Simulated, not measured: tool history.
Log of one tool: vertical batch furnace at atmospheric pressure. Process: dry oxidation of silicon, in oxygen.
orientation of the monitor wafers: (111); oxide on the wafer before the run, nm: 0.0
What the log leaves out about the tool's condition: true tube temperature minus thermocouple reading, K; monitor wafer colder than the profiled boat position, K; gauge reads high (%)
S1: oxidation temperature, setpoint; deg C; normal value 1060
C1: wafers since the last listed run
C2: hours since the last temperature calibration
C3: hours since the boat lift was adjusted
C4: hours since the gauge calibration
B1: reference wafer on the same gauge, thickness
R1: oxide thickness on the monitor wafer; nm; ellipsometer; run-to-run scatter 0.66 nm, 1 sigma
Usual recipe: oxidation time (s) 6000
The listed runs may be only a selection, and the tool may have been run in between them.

Run 1, hour 0: usual settings but oxidation time (s) 6660; C1 0; C2 3066.1; C3 5044.1; C4 396.3; B1 163.76. Result: R1 155.61 nm.
Run 2, hour 52.5: usual settings but oxidation time (s) 6660; C1 307; C2 3118.6; C3 5096.6; C4 448.8; B1 163.97. Result: R1 156.89 nm.
Run 3, hour 91.1: usual settings; C1 226; C2 3157.2; C3 5135.2; C4 487.4; B1 164.2. Result: R1 146.07 nm.
Run 4, hour 119.1: usual settings but S1 1048 deg C; C1 164; C2 3185.2; C3 5163.2; C4 515.4; B1 164.47. Result: R1 137.28 nm.
Run 5, hour 183.5: usual settings but S1 1048 deg C; C1 377; C2 3249.6; C3 5227.6; C4 579.8; B1 164.9. Result: R1 137.12 nm.
Run 6, hour 211.8: usual settings; C1 165; C2 3277.9; C3 5255.9; C4 608.1; B1 165.04. Result: R1 147.32 nm.
At hour 229.8: gauge calibrated.
At hour 306: boat lift adjusted.
Run 7, hour 306.5: usual settings but S1 1044 deg C; C1 414; C2 3372.6; C3 0.5; C4 76.7; B1 161.04. Result: R1 130.67 nm.
Run 8, hour 326.7: usual settings but S1 1035 deg C; C1 118; C2 3392.8; C3 20.7; C4 96.9; B1 161.21. Result: R1 124.29 nm.
Run 9, hour 370.8: usual settings but S1 1083 deg C, oxidation time (s) 4680; C1 258; C2 3436.9; C3 64.8; C4 141; B1 161.52. Result: R1 142.6 nm.

Run 10 is up next; what results do you expect?
Run 10, hour 410.9: usual settings but oxidation time (s) 5250; C1 234; C2 3477; C3 104.9; C4 181.1; B1 ?. Result: R1 ?.

Run 10 yielded B1 161.74, R1 132.94 nm.
If the tool had no hidden condition, the same run with the same run-to-run variation would have returned R1 132.33 nm.

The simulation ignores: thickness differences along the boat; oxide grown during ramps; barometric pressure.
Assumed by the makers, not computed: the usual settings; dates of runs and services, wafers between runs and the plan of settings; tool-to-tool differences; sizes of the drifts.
